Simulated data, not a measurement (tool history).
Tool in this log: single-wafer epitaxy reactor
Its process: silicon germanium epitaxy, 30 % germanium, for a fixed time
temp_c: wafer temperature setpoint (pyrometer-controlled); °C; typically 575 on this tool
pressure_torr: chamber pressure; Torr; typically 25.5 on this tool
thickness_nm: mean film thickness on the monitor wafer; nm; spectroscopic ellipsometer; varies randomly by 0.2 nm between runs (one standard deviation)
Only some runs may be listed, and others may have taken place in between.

run	hour	temp_c	pressure_torr	wafers since the last listed run	hours since the last pyrometer calibration	hours since the last manometer calibration	hours since the showerhead was replaced	hours since the gauge calibration	read-back reference wafer on the same gauge, thickness_nm	thickness_nm
1	0	575	25.5	0	1824.4	409.1	3279.9	1689.7	37.49	42.201
2	71.9	586	25.5	1263	1896.3	481	3351.8	1761.6	37.553	53.213
3	99.9	586	25.5	492	1924.3	509	3379.8	1789.6	37.53	53.54
4	132.8	586	25.5	578	1957.2	541.9	3412.7	1822.5	37.481	53.116
5	190.7	575	25.5	1017	2015.1	599.8	3470.6	1880.4	37.46	42.066
# hour 203.7: gauge calibrated
# hour 232: showerhead replaced
6	232.5	575	25.5	594	2056.9	641.6	0.5	28.8	37.429	42.433
7	252.9	575	25.5	358	2077.3	662	20.9	49.2	37.491	41.897
8	307.6	566	25.5	961	2132	716.7	75.6	103.9	37.521	34.386
9	365	583	29.4	1008	2189.4	774.1	133	161.3	37.503	52.461
10	420.4	583	25.5	973	2244.8	829.5	188.4	216.7	37.478	50.245
11	446.9	583	25.5	465	2271.3	856	214.9	243.2	37.536	50.125
12	488.2	575	20.6	725	2312.6	897.3	256.2	284.5	37.47	39.809
13	556.8	575	20.6	1205	2381.2	965.9	324.8	353.1	37.53	39.849
14	614.5	575	25.5	1014	2438.9	1023.6	382.5	410.8	37.505	42.661
15	686.5	575	25.5	1265	2510.9	1095.6	454.5	482.8	37.52	42.649
16	739.7	562	20.5	935	2564.1	1148.8	507.7	536	37.45	29.957
# hour 800.8: capacitance manometer re-zeroed and calibrated
17	809.1	569	31.3	1079	2633.5	8.3	577.1	605.4	37.477	41.389
18	853.7	563	30.4	783	2678.1	52.9	621.7	650	37.482	35.688
19	893.8	565	31.2	704	2718.2	93	661.8	690.1	37.558	37.614
20	930.5	584	29.1	645	2754.9	129.7	698.5	726.8	37.522	55.592
21	971.4	575	25.5	718	2795.8	170.6	739.4	767.7	37.474	43.874
22	1010	575	29	678	2834.4	209.2	778	806.3	37.456	45.796
23	1044.7	575	21.2	609	2869.1	243.9	812.7	841	37.568	41.394
24	1077.1	575	25.5	569	2901.5	276.3	845.1	873.4	37.529	43.947
25	1131.3	560	31.2	952	2955.7	330.5	899.3	927.6	37.555	33.358
26	1171.4	564	25.5	704	2995.8	370.6	939.4	967.7	37.476	34.563
27	1231.6	575	25.5	1058	3056	430.8	999.6	1027.9	37.535	43.943
# hour 1277.4: pyrometer calibrated
28	1277.9	583	25.5	673	0.5	477.1	1045.9	1074.2	37.485	48.275
29	1384.1	575	25.5	1866	106.7	583.3	1152.1	1180.4	37.485	40.28
30	1436.2	582	30.7	915	158.8	635.4	1204.2	1232.5	37.49	49.451
31	1469.7	575	31.5	588	192.3	668.9	1237.7	1266	37.523	43.352
32	1540.5	566	25.5	1244	263.1	739.7	1308.5	1336.8	37.502	33.228
33	1689.6	575	25.5	2620	412.2	888.8	1457.6	1485.9	37.468	40.56
34	1718.1	584	20.4	500	440.7	917.3	1486.1	1514.4	37.479	45.362
35	1755.7	581	21.6	660	478.3	954.9	1523.7	1552	37.483	43.7
36	1825.8	584	20.8	1232	548.4	1025	1593.8	1622.1	37.513	46.01

3 options for the next run, each taken on its own from the tool as it stands now. Forecast them:
A	1826.2	575	27.9	7	548.8	1025.4	1594.2	1622.5	?	?
B	1826.2	582	25.5	7	548.8	1025.4	1594.2	1622.5	?	?
C	1826.2	583	27.2	7	548.8	1025.4	1594.2	1622.5	?	?

run	read-back reference wafer on the same gauge, thickness_nm	thickness_nm
A	37.492	41.483
B	37.492	46.964
C	37.492	49
With no hidden state in the tool, these same runs would have given:
run	thickness_nm
A	42.835
B	48.491
C	50.592
